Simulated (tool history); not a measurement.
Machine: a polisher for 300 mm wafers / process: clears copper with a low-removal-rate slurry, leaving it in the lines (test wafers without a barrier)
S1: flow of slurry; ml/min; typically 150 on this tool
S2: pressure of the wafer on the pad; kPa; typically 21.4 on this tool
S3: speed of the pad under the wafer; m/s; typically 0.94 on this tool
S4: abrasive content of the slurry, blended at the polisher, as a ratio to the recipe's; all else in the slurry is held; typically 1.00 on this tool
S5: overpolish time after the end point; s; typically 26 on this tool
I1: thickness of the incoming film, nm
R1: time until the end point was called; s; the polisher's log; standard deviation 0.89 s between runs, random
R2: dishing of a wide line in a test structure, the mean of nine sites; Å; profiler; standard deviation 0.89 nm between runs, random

run	hour	S1	S2	S3	S4	S5	I1	R1	R2
1	0.0	150	23.4	0.94	1.00	26	323.7	89.4	613
2	59.0	150	23.4	0.94	1.00	26	325.1	92.0	596
3	126.7	150	25.5	0.94	1.00	26	320.4	84.5	651
4	212.1	150	25.5	0.94	1.00	26	323.8	84.9	648
# hour 228.4: slurry nozzle cleaned
# hour 249.9: worn pad replaced by a new one
5	250.3	150	25.5	0.94	1.00	26	317.8	83.6	641
# hour 276.0: slurry blender recalibrated
6	288.3	150	21.4	0.94	1.00	26	324.7	96.4	568
7	328.0	160	21.4	0.94	1.00	26	325.4	97.6	568
8	396.9	160	21.4	0.94	1.00	26	323.6	98.1	569
# hour 514.4: slurry nozzle cleaned
# hour 521.7: worn pad replaced by a new one
# hour 615.9: slurry blender recalibrated
9	677.3	160	21.4	0.94	1.00	26	313.6	93.8	573
# hour 791.5: slurry nozzle cleaned
# hour 812.1: worn pad replaced by a new one
10	887.1	110	16.5	0.94	1.00	11	313.4	135.3	199
# hour 916.2: slurry blender recalibrated
11	991.5	165	15.2	0.94	1.20	26	318.9	126.4	430
12	1049.0	150	21.4	1.06	0.85	42	317.9	94.1	815
# hour 1060.2: slurry nozzle cleaned
# hour 1094.9: head pressure recalibrated
# hour 1102.3: worn pad replaced by a new one
13	1139.4	150	21.4	0.94	1.00	26	319.4	100.7	546
14	1187.3	120	15.2	0.94	1.00	26	323.1	151.0	394
# hour 1222.4: slurry blender recalibrated
15	1238.1	110	21.4	0.70	1.00	40	317.9	135.3	613

Forecast run 16:
16	1292.8	150	21.4	1.24	1.00	26	319.8	?	?

{"run 16": {"R1": 74.8, "R2": 700}}
With no hidden state in the tool, this same run would have given R1 72.1 s, R2 718 Å.
